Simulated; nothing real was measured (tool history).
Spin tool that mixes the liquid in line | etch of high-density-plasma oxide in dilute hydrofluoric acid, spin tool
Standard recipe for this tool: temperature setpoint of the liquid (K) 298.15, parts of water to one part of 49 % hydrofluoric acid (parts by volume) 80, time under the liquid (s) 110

run	day	temperature setpoint of the liquid (K)	parts of water to one part of 49 % hydrofluoric acid (parts by volume)	time under the liquid (s)	wafers since the last listed run	hours since the thermometer was replaced	hours since the hydrofluoric acid flow meter was replaced	hours since the gauge calibration	read-back film thickness of the high-density-plasma oxide reference wafer, read on the same gauge (nm)	thickness taken off the high-density-plasma oxide on a monitor wafer (angstrom)
1	0.000	298.15	80	110	0	281.7	1318.0	446.2	49.98	73.0
2	0.696	298.15	80	110	102	298.4	1334.7	462.9	50.01	73.2
# day 4.854: gauge calibrated
3	5.029	298.15	80	110	636	402.4	1438.7	4.2	49.99	73.6
4	6.367	298.15	50	155	196	434.5	1470.8	36.3	50.01	172.6
5	6.917	298.15	80	80	80	447.7	1484.0	49.5	50.02	53.1
# day 8.183: hydrofluoric acid flow meter replaced
6	8.229	298.15	80	80	186	479.2	1.1	81.0	50.02	52.6
7	9.704	298.15	80	80	216	514.6	36.5	116.4	50.00	53.3
8	11.054	298.15	80	110	198	547.0	68.9	148.8	49.99	72.6
9	12.062	298.15	80	110	148	571.2	93.1	173.0	49.99	72.6
10	13.400	298.15	80	110	196	603.3	125.2	205.1	50.00	72.7
11	14.621	298.15	100	110	179	632.6	154.5	234.4	50.00	57.1
12	15.558	298.15	80	110	137	655.1	177.0	256.9	49.99	73.5
13	16.562	298.15	80	110	147	679.2	201.1	281.0	50.00	73.3
14	17.129	298.15	80	110	83	692.8	214.7	294.6	50.02	73.1
15	17.700	295.65	55	85	83	706.5	228.4	308.3	50.02	76.7
16	18.625	296.65	95	50	135	728.7	250.6	330.5	50.01	26.0
17	19.779	298.15	80	110	169	756.4	278.3	358.2	49.97	73.4
18	21.162	298.15	80	145	203	789.6	311.5	391.4	50.01	97.0
19	22.183	302.15	80	110	149	814.1	336.0	415.9	50.01	85.5
20	23.279	298.15	45	85	160	840.4	362.3	442.2	49.98	105.2
21	24.608	298.15	80	170	195	872.3	394.2	474.1	50.00	112.2
22	25.812	301.15	40	110	176	901.2	423.1	503.0	50.02	174.8
# day 26.588: gauge calibrated
23	27.012	293.15	50	160	176	930.0	451.9	10.2	50.01	144.3
24	28.008	298.15	80	110	146	953.9	475.8	34.1	49.97	73.5
# day 28.312: thermometer replaced
25	28.542	298.15	95	145	72	5.5	488.6	46.9	49.99	79.1
26	29.208	298.15	80	110	97	21.5	504.6	62.9	50.00	72.9
27	32.217	302.15	115	110	441	93.7	576.8	135.1	50.00	56.4
28	33.092	295.65	65	150	128	114.7	597.8	156.1	50.01	112.4
29	34.562	294.65	60	110	216	150.0	633.1	191.4	49.99	86.7
30	35.104	294.65	45	170	79	163.0	646.1	204.4	49.99	182.2
31	36.062	298.15	55	110	140	186.0	669.1	227.4	50.01	110.9
32	37.242	298.15	80	110	173	214.3	697.4	255.7	50.01	72.8

Entry by entry between the runs, the difference in hidden state between the last listed run before and the first listed run after:
Logged between run 2 and run 3: gauge calibrated (day 4.854)
  both runs share identical hidden conditions
Logged between run 5 and run 6: hydrofluoric acid flow meter replaced (day 8.183)
  both runs share identical hidden conditions
Logged between run 22 and run 23: gauge calibrated (day 26.588)
  both runs share identical hidden conditions
Logged between run 24 and run 25: thermometer replaced (day 28.312)
  both runs share identical hidden conditions
